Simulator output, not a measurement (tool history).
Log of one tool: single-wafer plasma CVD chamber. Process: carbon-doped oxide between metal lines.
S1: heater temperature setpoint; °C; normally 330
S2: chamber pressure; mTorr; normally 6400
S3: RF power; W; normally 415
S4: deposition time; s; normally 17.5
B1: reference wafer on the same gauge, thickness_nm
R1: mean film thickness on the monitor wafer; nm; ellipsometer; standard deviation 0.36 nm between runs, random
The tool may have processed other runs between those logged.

run	hour	S1	S2	S3	S4	B1	R1
1	0.0	330	6400	415	17.5	70.997	81.538
2	48.7	330	6400	415	17.5	70.936	81.546
3	152.7	330	6400	415	17.5	70.958	81.027
4	212.7	336	6400	415	17.5	70.828	79.815
5	299.7	336	6400	415	17.5	70.781	79.212
6	363.2	322	6400	475	17.5	70.808	94.071
7	447.2	330	6400	415	18.8	70.666	86.333
8	514.1	330	6400	415	18.8	70.605	86.643
# hour 624.7: thermocouple changed; heater temperature recalibrated
9	625.2	330	6400	415	18.8	70.479	86.410
10	697.8	330	6400	415	17.5	70.403	80.954
11	773.4	330	5230	415	17.5	70.231	76.785
# hour 806.5: capacitance manometer re-zeroed and calibrated
12	840.5	330	6820	375	17.5	70.276	73.173
13	879.8	330	7940	450	14.3	70.181	72.624
# hour 921.9: showerhead replaced
14	1070.6	343	6400	460	17.5	70.035	85.215
15	1140.6	330	6400	415	16.2	69.888	74.866
16	1200.2	330	5230	485	17.5	69.922	87.985
17	1252.3	344	6400	415	17.5	69.819	76.435
# hour 1290.3: gauge calibrated
# hour 1306.2: RF generator calibrated
18	1329.3	342	6400	460	17.5	72.384	88.023
19	1434.5	330	6400	365	18.5	72.225	77.233
20	1510.7	330	6400	450	14.3	72.292	73.108
21	1570.7	330	6400	415	17.5	72.326	82.855
22	1626.2	340	6400	415	18.6	72.355	85.336
# hour 1703.7: capacitance manometer re-zeroed and calibrated
23	1718.7	330	7040	415	19.8	72.432	94.628
24	1809.9	330	6830	375	17.5	72.292	75.171
25	1898.3	339	6400	440	20.0	72.227	97.555
26	1980.3	330	5870	415	17.5	72.295	81.506
27	2049.3	330	6400	415	17.5	72.143	82.067
28	2130.2	330	6400	415	17.5	72.227	82.377

What if the next run were any one of these 4? Each begins from the tool's condition after run 28:
A	2130.6	330	6400	415	17.5	?	?
B	2130.6	330	6400	415	16.3	?	?
C	2130.6	330	6400	415	15.7	?	?
D	2130.6	326	6400	415	17.5	?	?

run	B1	R1
A	72.175	82.135
B	72.175	76.596
C	72.175	73.824
D	72.175	83.190
With the hidden condition removed and each run's random variation left untouched, the same runs would have given:
run	R1
A	82.265
B	76.718
C	73.941
D	83.322
